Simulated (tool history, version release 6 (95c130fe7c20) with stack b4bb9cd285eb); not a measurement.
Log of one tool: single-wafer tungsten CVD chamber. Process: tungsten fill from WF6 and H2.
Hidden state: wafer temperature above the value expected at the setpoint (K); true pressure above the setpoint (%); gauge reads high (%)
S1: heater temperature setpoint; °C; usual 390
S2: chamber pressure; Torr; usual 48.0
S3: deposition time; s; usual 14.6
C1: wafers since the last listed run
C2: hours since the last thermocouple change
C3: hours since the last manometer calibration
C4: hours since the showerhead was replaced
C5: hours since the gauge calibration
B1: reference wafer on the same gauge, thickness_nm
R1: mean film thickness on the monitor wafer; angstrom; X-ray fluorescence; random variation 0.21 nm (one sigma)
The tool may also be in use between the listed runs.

run 1 hour=0.0 | S1=384 S2=44.5 S3=14.6 | C1=0 C2=1613.1 C3=2092.0 C4=5688.4 C5=144.3 | B1=54.880 | R1=430.78
run 2 hour=24.3 | S1=384 S2=44.5 S3=14.6 | C1=652 C2=1637.4 C3=2116.3 C4=5712.7 C5=168.6 | B1=54.991 | R1=431.14
run 3 hour=60.0 | S1=384 S2=44.5 S3=14.6 | C1=958 C2=1673.1 C3=2152.0 C4=5748.4 C5=204.3 | B1=54.895 | R1=429.85
run 4 hour=74.7 | S1=390 S2=55.3 S3=14.6 | C1=394 C2=1687.8 C3=2166.7 C4=5763.1 C5=219.0 | B1=54.910 | R1=526.81
run 5 hour=90.7 | S1=390 S2=48.0 S3=14.6 | C1=429 C2=1703.8 C3=2182.7 C4=5779.1 C5=235.0 | B1=54.872 | R1=492.76
run 6 hour=116.8 | S1=390 S2=48.0 S3=14.6 | C1=700 C2=1729.9 C3=2208.8 C4=5805.2 C5=261.1 | B1=55.147 | R1=492.43
run 7 hour=145.7 | S1=390 S2=48.0 S3=14.6 | C1=776 C2=1758.8 C3=2237.7 C4=5834.1 C5=290.0 | B1=54.976 | R1=495.99
run 8 hour=173.0 | S1=390 S2=48.0 S3=14.6 | C1=733 C2=1786.1 C3=2265.0 C4=5861.4 C5=317.3 | B1=54.956 | R1=491.95
-- hour=204.7 thermocouple changed; heater temperature recalibrated
run 9 hour=228.3 | S1=390 S2=48.0 S3=14.6 | C1=1270 C2=23.6 C3=2320.3 C4=5916.7 C5=372.6 | B1=55.025 | R1=497.47
run 10 hour=243.7 | S1=390 S2=48.0 S3=14.6 | C1=413 C2=39.0 C3=2335.7 C4=5932.1 C5=388.0 | B1=54.999 | R1=492.48
run 11 hour=265.0 | S1=390 S2=48.0 S3=14.6 | C1=572 C2=60.3 C3=2357.0 C4=5953.4 C5=409.3 | B1=54.951 | R1=495.40
-- hour=280.2 gauge calibrated
run 12 hour=290.4 | S1=395 S2=48.0 S3=14.6 | C1=682 C2=85.7 C3=2382.4 C4=5978.8 C5=10.2 | B1=54.948 | R1=536.63
run 13 hour=305.4 | S1=390 S2=55.3 S3=14.6 | C1=402 C2=100.7 C3=2397.4 C4=5993.8 C5=25.2 | B1=55.021 | R1=527.67
-- hour=315.9 showerhead replaced
run 14 hour=335.6 | S1=395 S2=56.7 S3=17.4 | C1=596 C2=130.9 C3=2427.6 C4=19.7 C5=55.4 | B1=55.030 | R1=687.98
run 15 hour=354.3 | S1=390 S2=48.0 S3=14.6 | C1=502 C2=149.6 C3=2446.3 C4=38.4 C5=74.1 | B1=54.999 | R1=499.84
-- hour=365.7 capacitance manometer re-zeroed and calibrated
run 16 hour=384.3 | S1=403 S2=38.2 S3=15.9 | C1=590 C2=179.6 C3=18.6 C4=68.4 C5=104.1 | B1=55.067 | R1=604.45
run 17 hour=400.6 | S1=400 S2=43.4 S3=11.7 | C1=437 C2=195.9 C3=34.9 C4=84.7 C5=120.4 | B1=54.966 | R1=447.63
run 18 hour=418.7 | S1=398 S2=59.6 S3=12.3 | C1=486 C2=214.0 C3=53.0 C4=102.8 C5=138.5 | B1=54.981 | R1=521.42
run 19 hour=452.6 | S1=399 S2=57.1 S3=16.5 | C1=910 C2=247.9 C3=86.9 C4=136.7 C5=172.4 | B1=55.034 | R1=698.74
run 20 hour=468.6 | S1=399 S2=57.1 S3=16.5 | C1=429 C2=263.9 C3=102.9 C4=152.7 C5=188.4 | B1=54.972 | R1=701.81
run 21 hour=500.7 | S1=396 S2=56.0 S3=17.0 | C1=862 C2=296.0 C3=135.0 C4=184.8 C5=220.5 | B1=55.012 | R1=681.56

Forecast each of these 3 alternatives for the next run:
run A hour=501.1 | S1=390 S2=48.0 S3=13.8 | C1=10 C2=296.4 C3=135.4 C4=185.2 C5=220.9 | B1=? | R1=?
run B hour=501.1 | S1=390 S2=38.6 S3=14.6 | C1=10 C2=296.4 C3=135.4 C4=185.2 C5=220.9 | B1=? | R1=?
run C hour=501.1 | S1=404 S2=48.0 S3=17.3 | C1=10 C2=296.4 C3=135.4 C4=185.2 C5=220.9 | B1=? | R1=?

run=A B1=55.074 R1=472.40
run=B B1=55.074 R1=456.44
run=C B1=55.074 R1=745.68
Without the tool's hidden state the same runs would have given:
run=A R1=472.40
run=B R1=456.44
run=C R1=745.68
